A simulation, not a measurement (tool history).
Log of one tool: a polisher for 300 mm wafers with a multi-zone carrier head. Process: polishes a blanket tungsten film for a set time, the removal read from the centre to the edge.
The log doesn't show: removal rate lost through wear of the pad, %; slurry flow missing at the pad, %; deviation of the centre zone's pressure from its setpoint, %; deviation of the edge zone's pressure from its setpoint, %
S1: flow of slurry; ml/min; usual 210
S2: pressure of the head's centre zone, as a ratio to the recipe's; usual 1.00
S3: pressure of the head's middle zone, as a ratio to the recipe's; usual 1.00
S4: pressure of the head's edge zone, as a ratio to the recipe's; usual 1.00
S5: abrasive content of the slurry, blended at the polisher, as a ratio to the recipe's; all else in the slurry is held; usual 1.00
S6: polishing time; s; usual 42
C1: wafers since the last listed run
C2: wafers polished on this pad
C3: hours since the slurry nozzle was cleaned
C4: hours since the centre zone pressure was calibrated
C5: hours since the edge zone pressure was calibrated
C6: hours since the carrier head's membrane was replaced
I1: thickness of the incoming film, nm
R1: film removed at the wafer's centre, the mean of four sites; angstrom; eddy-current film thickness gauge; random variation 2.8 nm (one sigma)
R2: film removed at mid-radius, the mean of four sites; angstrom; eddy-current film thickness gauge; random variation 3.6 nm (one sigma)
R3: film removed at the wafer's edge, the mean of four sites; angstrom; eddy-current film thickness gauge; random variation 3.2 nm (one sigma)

{"run": 1, "hour": 0.0, "S1": 210, "S2": 1.0, "S3": 1.04, "S4": 1.0, "S5": 1.0, "S6": 50, "C1": 0, "C2": 206, "C3": 530.5, "C4": 710.8, "C5": 102.9, "C6": 570.8, "I1": 988.5, "R1": 3204, "R2": 3519, "R3": 3383}
{"hour": 5.3, "done": "slurry nozzle cleaned"}
{"hour": 17.2, "done": "centre zone pressure recalibrated"}
{"run": 2, "hour": 17.7, "S1": 210, "S2": 1.0, "S3": 1.0, "S4": 1.0, "S5": 1.0, "S6": 42, "C1": 160, "C2": 367, "C3": 12.4, "C4": 0.5, "C5": 120.6, "C6": 588.5, "I1": 976.0, "R1": 2670, "R2": 2736, "R3": 2843}
{"run": 3, "hour": 27.1, "S1": 210, "S2": 1.0, "S3": 1.0, "S4": 1.1, "S5": 1.0, "S6": 42, "C1": 102, "C2": 470, "C3": 21.8, "C4": 9.9, "C5": 130.0, "C6": 597.9, "I1": 971.1, "R1": 2737, "R2": 2818, "R3": 2950}
{"run": 4, "hour": 80.7, "S1": 210, "S2": 1.0, "S3": 1.0, "S4": 1.0, "S5": 1.0, "S6": 42, "C1": 586, "C2": 1056, "C3": 75.4, "C4": 63.5, "C5": 183.6, "C6": 651.5, "I1": 979.3, "R1": 2641, "R2": 2705, "R3": 2798}
{"run": 5, "hour": 87.0, "S1": 210, "S2": 1.05, "S3": 1.0, "S4": 1.0, "S5": 1.0, "S6": 42, "C1": 68, "C2": 1125, "C3": 81.7, "C4": 69.8, "C5": 189.9, "C6": 657.8, "I1": 970.3, "R1": 2817, "R2": 2744, "R3": 2732}
{"hour": 91.4, "done": "worn pad replaced by a new one"}
{"run": 6, "hour": 99.1, "S1": 210, "S2": 1.0, "S3": 0.92, "S4": 1.0, "S5": 1.0, "S6": 34, "C1": 88, "C2": 84, "C3": 93.8, "C4": 81.9, "C5": 202.0, "C6": 669.9, "I1": 989.5, "R1": 2208, "R2": 2159, "R3": 2285}
{"run": 7, "hour": 105.8, "S1": 250, "S2": 1.0, "S3": 1.0, "S4": 0.97, "S5": 1.0, "S6": 42, "C1": 73, "C2": 157, "C3": 100.5, "C4": 88.6, "C5": 208.7, "C6": 676.6, "I1": 969.3, "R1": 2713, "R2": 2892, "R3": 2853}
{"run": 8, "hour": 112.0, "S1": 210, "S2": 1.0, "S3": 1.0, "S4": 0.95, "S5": 1.0, "S6": 42, "C1": 67, "C2": 225, "C3": 106.7, "C4": 94.8, "C5": 214.9, "C6": 682.8, "I1": 967.8, "R1": 2639, "R2": 2786, "R3": 2833}
{"run": 9, "hour": 129.8, "S1": 210, "S2": 1.1, "S3": 0.93, "S4": 1.09, "S5": 1.0, "S6": 42, "C1": 194, "C2": 420, "C3": 124.5, "C4": 112.6, "C5": 232.7, "C6": 700.6, "I1": 974.2, "R1": 2956, "R2": 2766, "R3": 2996}
{"run": 10, "hour": 147.6, "S1": 280, "S2": 1.0, "S3": 1.0, "S4": 1.07, "S5": 1.1, "S6": 57, "C1": 194, "C2": 615, "C3": 142.3, "C4": 130.4, "C5": 250.5, "C6": 718.4, "I1": 982.0, "R1": 3857, "R2": 4120, "R3": 4153}
{"hour": 165.6, "done": "carrier head's membrane replaced by a new one"}
{"run": 11, "hour": 166.1, "S1": 150, "S2": 1.0, "S3": 0.91, "S4": 1.0, "S5": 1.1, "S6": 51, "C1": 147, "C2": 762, "C3": 160.8, "C4": 148.9, "C5": 269.0, "C6": 0.5, "I1": 967.8, "R1": 3250, "R2": 3218, "R3": 3469}
{"run": 12, "hour": 175.8, "S1": 210, "S2": 1.0, "S3": 1.0, "S4": 1.0, "S5": 1.0, "S6": 42, "C1": 106, "C2": 868, "C3": 170.5, "C4": 158.6, "C5": 278.7, "C6": 10.2, "I1": 966.4, "R1": 2665, "R2": 2764, "R3": 2753}
{"run": 13, "hour": 184.6, "S1": 145, "S2": 1.09, "S3": 1.0, "S4": 1.0, "S5": 1.0, "S6": 42, "C1": 96, "C2": 964, "C3": 179.3, "C4": 167.4, "C5": 287.5, "C6": 19.0, "I1": 965.7, "R1": 2763, "R2": 2631, "R3": 2722}
{"run": 14, "hour": 195.6, "S1": 210, "S2": 1.0, "S3": 1.0, "S4": 0.88, "S5": 0.85, "S6": 42, "C1": 120, "C2": 1085, "C3": 190.3, "C4": 178.4, "C5": 298.5, "C6": 30.0, "I1": 972.6, "R1": 2439, "R2": 2602, "R3": 2428}
{"hour": 205.9, "done": "worn pad replaced by a new one"}
{"run": 15, "hour": 213.5, "S1": 210, "S2": 1.0, "S3": 1.0, "S4": 1.1, "S5": 1.15, "S6": 42, "C1": 152, "C2": 82, "C3": 208.2, "C4": 196.3, "C5": 316.4, "C6": 47.9, "I1": 975.4, "R1": 2933, "R2": 2989, "R3": 3175}
{"run": 16, "hour": 220.7, "S1": 210, "S2": 1.05, "S3": 1.0, "S4": 1.04, "S5": 0.85, "S6": 49, "C1": 78, "C2": 161, "C3": 215.4, "C4": 203.5, "C5": 323.6, "C6": 55.1, "I1": 978.9, "R1": 3117, "R2": 3058, "R3": 3198}
{"run": 17, "hour": 227.2, "S1": 210, "S2": 1.0, "S3": 1.0, "S4": 1.0, "S5": 1.0, "S6": 42, "C1": 71, "C2": 232, "C3": 221.9, "C4": 210.0, "C5": 330.1, "C6": 61.6, "I1": 976.5, "R1": 2692, "R2": 2805, "R3": 2899}
{"run": 18, "hour": 237.9, "S1": 210, "S2": 1.0, "S3": 1.0, "S4": 1.0, "S5": 0.7, "S6": 42, "C1": 117, "C2": 349, "C3": 232.6, "C4": 220.7, "C5": 340.8, "C6": 72.3, "I1": 983.8, "R1": 2339, "R2": 2408, "R3": 2429}
{"run": 19, "hour": 252.0, "S1": 150, "S2": 1.0, "S3": 0.91, "S4": 1.0, "S5": 1.1, "S6": 51, "C1": 154, "C2": 503, "C3": 246.7, "C4": 234.8, "C5": 354.9, "C6": 86.4, "I1": 951.4, "R1": 3225, "R2": 3247, "R3": 3568}
{"run": 20, "hour": 269.0, "S1": 210, "S2": 1.0, "S3": 1.0, "S4": 1.0, "S5": 1.0, "S6": 42, "C1": 185, "C2": 689, "C3": 263.7, "C4": 251.8, "C5": 371.9, "C6": 103.4, "I1": 974.4, "R1": 2723, "R2": 2749, "R3": 2859}
{"run": 21, "hour": 282.3, "S1": 180, "S2": 0.93, "S3": 1.04, "S4": 1.04, "S5": 1.0, "S6": 42, "C1": 145, "C2": 835, "C3": 277.0, "C4": 265.1, "C5": 385.2, "C6": 116.7, "I1": 971.8, "R1": 2407, "R2": 2804, "R3": 2832}
{"run": 22, "hour": 298.7, "S1": 210, "S2": 1.0, "S3": 1.0, "S4": 1.0, "S5": 1.0, "S6": 42, "C1": 179, "C2": 1014, "C3": 293.4, "C4": 281.5, "C5": 401.6, "C6": 133.1, "I1": 987.4, "R1": 2644, "R2": 2756, "R3": 2813}

Forecast each of these 4 alternatives for the next run:
{"run": "A", "hour": 299.1, "S1": 210, "S2": 1.0, "S3": 1.0, "S4": 1.0, "S5": 1.0, "S6": 42, "C1": 4, "C2": 1018, "C3": 293.8, "C4": 281.9, "C5": 402.0, "C6": 133.5, "I1": 971.2, "R1": "?", "R2": "?", "R3": "?"}
{"run": "B", "hour": 299.1, "S1": 210, "S2": 1.0, "S3": 1.0, "S4": 1.0, "S5": 0.75, "S6": 46, "C1": 4, "C2": 1018, "C3": 293.8, "C4": 281.9, "C5": 402.0, "C6": 133.5, "I1": 971.2, "R1": "?", "R2": "?", "R3": "?"}
{"run": "C", "hour": 299.1, "S1": 180, "S2": 0.89, "S3": 1.0, "S4": 1.0, "S5": 1.0, "S6": 42, "C1": 4, "C2": 1018, "C3": 293.8, "C4": 281.9, "C5": 402.0, "C6": 133.5, "I1": 971.2, "R1": "?", "R2": "?", "R3": "?"}
{"run": "D", "hour": 299.1, "S1": 265, "S2": 1.0, "S3": 1.0, "S4": 1.07, "S5": 1.15, "S6": 42, "C1": 4, "C2": 1018, "C3": 293.8, "C4": 281.9, "C5": 402.0, "C6": 133.5, "I1": 971.2, "R1": "?", "R2": "?", "R3": "?"}

run=A R1=2664 R2=2799 R3=2807
run=B R1=2569 R2=2699 R3=2707
run=C R1=2335 R2=2765 R3=2781
run=D R1=2872 R2=3011 R3=3090
Without the tool's hidden state the same runs would have given:
run=A R1=2735 R2=2873 R3=2882
run=B R1=2637 R2=2771 R3=2779
run=C R1=2397 R2=2838 R3=2855
run=D R1=2948 R2=3091 R3=3172
